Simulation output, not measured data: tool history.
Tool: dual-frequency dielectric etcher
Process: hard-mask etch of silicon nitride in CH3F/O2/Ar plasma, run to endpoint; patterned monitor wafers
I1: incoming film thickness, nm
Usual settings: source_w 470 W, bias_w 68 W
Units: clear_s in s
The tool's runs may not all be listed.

run 1 hour=0.0 | source_w=470 bias_w=68 | I1=54.5 | clear_s=65.9
run 2 hour=13.9 | source_w=470 bias_w=62 | I1=54.6 | clear_s=68.9
run 3 hour=37.5 | source_w=470 bias_w=62 | I1=54.6 | clear_s=69.3
run 4 hour=58.1 | source_w=470 bias_w=61 | I1=54.9 | clear_s=69.6
run 5 hour=90.5 | source_w=470 bias_w=61 | I1=54.7 | clear_s=69.2
run 6 hour=119.4 | source_w=470 bias_w=61 | I1=54.5 | clear_s=68.3
run 7 hour=146.7 | source_w=470 bias_w=63 | I1=54.7 | clear_s=68.1
-- hour=159.2 source power generator calibrated
run 8 hour=168.5 | source_w=470 bias_w=63 | I1=54.5 | clear_s=68.1
run 9 hour=185.8 | source_w=470 bias_w=55 | I1=54.3 | clear_s=70.5
run 10 hour=201.9 | source_w=470 bias_w=55 | I1=54.1 | clear_s=70.6
run 11 hour=216.8 | source_w=470 bias_w=55 | I1=54.9 | clear_s=71.8
-- hour=269.7 bias power generator calibrated
run 12 hour=270.2 | source_w=430 bias_w=68 | I1=55.3 | clear_s=67.4
run 13 hour=281.7 | source_w=470 bias_w=68 | I1=54.5 | clear_s=65.2
run 14 hour=300.8 | source_w=560 bias_w=80 | I1=54.8 | clear_s=59.0
-- hour=341.7 upper electrode replaced
run 15 hour=342.2 | source_w=470 bias_w=63 | I1=54.4 | clear_s=67.0
run 16 hour=345.0 | source_w=440 bias_w=73 | I1=54.8 | clear_s=65.2
-- hour=380.7 wet clean of the chamber
run 17 hour=381.2 | source_w=500 bias_w=79 | I1=54.3 | clear_s=62.7
run 18 hour=383.1 | source_w=440 bias_w=68 | I1=54.0 | clear_s=68.3
run 19 hour=405.5 | source_w=430 bias_w=68 | I1=55.1 | clear_s=69.8
run 20 hour=428.4 | source_w=580 bias_w=61 | I1=54.0 | clear_s=66.9
run 21 hour=449.5 | source_w=500 bias_w=84 | I1=54.5 | clear_s=61.2
run 22 hour=464.5 | source_w=540 bias_w=68 | I1=54.7 | clear_s=66.0
run 23 hour=482.8 | source_w=430 bias_w=68 | I1=54.9 | clear_s=68.8

Forecast each of these 3 alternatives for the next run:
run A hour=483.2 | source_w=360 bias_w=68 | I1=54.1 | clear_s=?
run B hour=483.2 | source_w=540 bias_w=79 | I1=54.1 | clear_s=?
run C hour=483.2 | source_w=560 bias_w=81 | I1=54.1 | clear_s=?

run=A clear_s=71.2
run=B clear_s=61.2
run=C clear_s=60.0
Without the tool's hidden state the same runs would have given:
run=A clear_s=71.9
run=B clear_s=61.8
run=C clear_s=60.6
